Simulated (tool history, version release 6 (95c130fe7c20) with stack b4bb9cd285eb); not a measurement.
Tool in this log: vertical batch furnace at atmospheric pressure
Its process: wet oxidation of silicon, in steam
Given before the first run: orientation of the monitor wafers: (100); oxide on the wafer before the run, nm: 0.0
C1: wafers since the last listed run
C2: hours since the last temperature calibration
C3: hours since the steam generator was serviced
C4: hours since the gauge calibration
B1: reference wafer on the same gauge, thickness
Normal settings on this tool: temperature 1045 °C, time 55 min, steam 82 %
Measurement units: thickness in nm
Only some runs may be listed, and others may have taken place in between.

run 1 day=0 | temperature=1065 time=55 steam=82 | C1=0 C2=2518.7 C3=4150.4 C4=110.4 | B1=410.91 | thickness=504.95
run 2 day=0.662 | temperature=1045 time=55 steam=82 | C1=266 C2=2534.6 C3=4166.3 C4=126.3 | B1=411.05 | thickness=451.43
run 3 day=1.358 | temperature=1045 time=55 steam=82 | C1=279 C2=2551.3 C3=4183 C4=143 | B1=410.74 | thickness=450.84
run 4 day=3.167 | temperature=1045 time=55 steam=82 | C1=726 C2=2594.7 C3=4226.4 C4=186.4 | B1=410.6 | thickness=450.19
run 5 day=3.796 | temperature=1045 time=55 steam=88 | C1=252 C2=2609.8 C3=4241.5 C4=201.5 | B1=410.93 | thickness=471.83
run 6 day=4.504 | temperature=1045 time=55 steam=88 | C1=284 C2=2626.8 C3=4258.5 C4=218.5 | B1=410.81 | thickness=472
run 7 day=4.958 | temperature=1045 time=55 steam=85 | C1=182 C2=2637.7 C3=4269.4 C4=229.4 | B1=411.02 | thickness=461.12
run 8 day=5.546 | temperature=1045 time=55 steam=85 | C1=235 C2=2651.8 C3=4283.5 C4=243.5 | B1=411.12 | thickness=459.93
-- day=6.746 thermocouples replaced and temperature profile calibrated
run 9 day=6.767 | temperature=1045 time=55 steam=85 | C1=88 C2=0.5 C3=4312.8 C4=272.8 | B1=410.84 | thickness=460.07
run 10 day=6.921 | temperature=1045 time=55 steam=82 | C1=61 C2=4.2 C3=4316.5 C4=276.5 | B1=410.7 | thickness=450.69
run 11 day=7.392 | temperature=1045 time=55 steam=82 | C1=189 C2=15.5 C3=4327.8 C4=287.8 | B1=410.94 | thickness=450.04
-- day=7.821 gauge calibrated
run 12 day=7.871 | temperature=1045 time=55 steam=82 | C1=192 C2=27 C3=4339.3 C4=1.2 | B1=410.65 | thickness=449.27
-- day=10.733 steam generator serviced
run 13 day=10.754 | temperature=1045 time=55 steam=82 | C1=756 C2=96.2 C3=0.5 C4=70.4 | B1=410.87 | thickness=485.25
run 14 day=12.021 | temperature=1068 time=55 steam=82 | C1=508 C2=126.6 C3=30.9 C4=100.8 | B1=411.2 | thickness=548.43
run 15 day=12.492 | temperature=1045 time=55 steam=82 | C1=189 C2=137.9 C3=42.2 C4=112.1 | B1=411.03 | thickness=484.8
run 16 day=13.212 | temperature=1064 time=76.5 steam=89 | C1=289 C2=155.2 C3=59.5 C4=129.4 | B1=410.91 | thickness=683.56
run 17 day=13.55 | temperature=1060 time=55 steam=82 | C1=135 C2=163.3 C3=67.6 C4=137.5 | B1=411.09 | thickness=525.72
run 18 day=13.983 | temperature=1045 time=55 steam=82 | C1=174 C2=173.7 C3=78 C4=147.9 | B1=410.9 | thickness=484.19
run 19 day=14.462 | temperature=1045 time=55 steam=82 | C1=192 C2=185.2 C3=89.5 C4=159.4 | B1=410.84 | thickness=483.43
run 20 day=15.204 | temperature=1045 time=62.5 steam=85 | C1=297 C2=203 C3=107.3 C4=177.2 | B1=410.64 | thickness=537.43
run 21 day=15.65 | temperature=1062 time=63.5 steam=93 | C1=179 C2=213.7 C3=118 C4=187.9 | B1=410.98 | thickness=625.19
run 22 day=16.233 | temperature=1061 time=55 steam=90 | C1=234 C2=227.7 C3=132 C4=201.9 | B1=410.87 | thickness=559.22
run 23 day=16.638 | temperature=1045 time=39 steam=85 | C1=162 C2=237.4 C3=141.7 C4=211.6 | B1=410.66 | thickness=398.9
run 24 day=17.133 | temperature=1045 time=55 steam=82 | C1=199 C2=249.3 C3=153.6 C4=223.5 | B1=411.02 | thickness=484.16

Forecast each of these 5 alternatives for the next run:
run A day=17.292 | temperature=1045 time=55 steam=82 | C1=63 C2=253.1 C3=157.4 C4=227.3 | B1=? | thickness=?
run B day=17.292 | temperature=1026 time=69.5 steam=86 | C1=63 C2=253.1 C3=157.4 C4=227.3 | B1=? | thickness=?
run C day=17.292 | temperature=1062 time=41.5 steam=87 | C1=63 C2=253.1 C3=157.4 C4=227.3 | B1=? | thickness=?
run D day=17.292 | temperature=1054 time=64.5 steam=82 | C1=63 C2=253.1 C3=157.4 C4=227.3 | B1=? | thickness=?
run E day=17.292 | temperature=1021 time=55 steam=78 | C1=63 C2=253.1 C3=157.4 C4=227.3 | B1=? | thickness=?

run=A B1=411.11 thickness=484.35
run=B B1=411.11 thickness=517.97
run=C B1=411.11 thickness=463.69
run=D B1=411.11 thickness=560.76
run=E B1=411.11 thickness=404.27
The same runs, with their run-to-run variation unchanged, on a tool lacking any hidden condition would have given:
run=A thickness=484.49
run=B thickness=518.12
run=C thickness=463.82
run=D thickness=560.91
run=E thickness=404.39
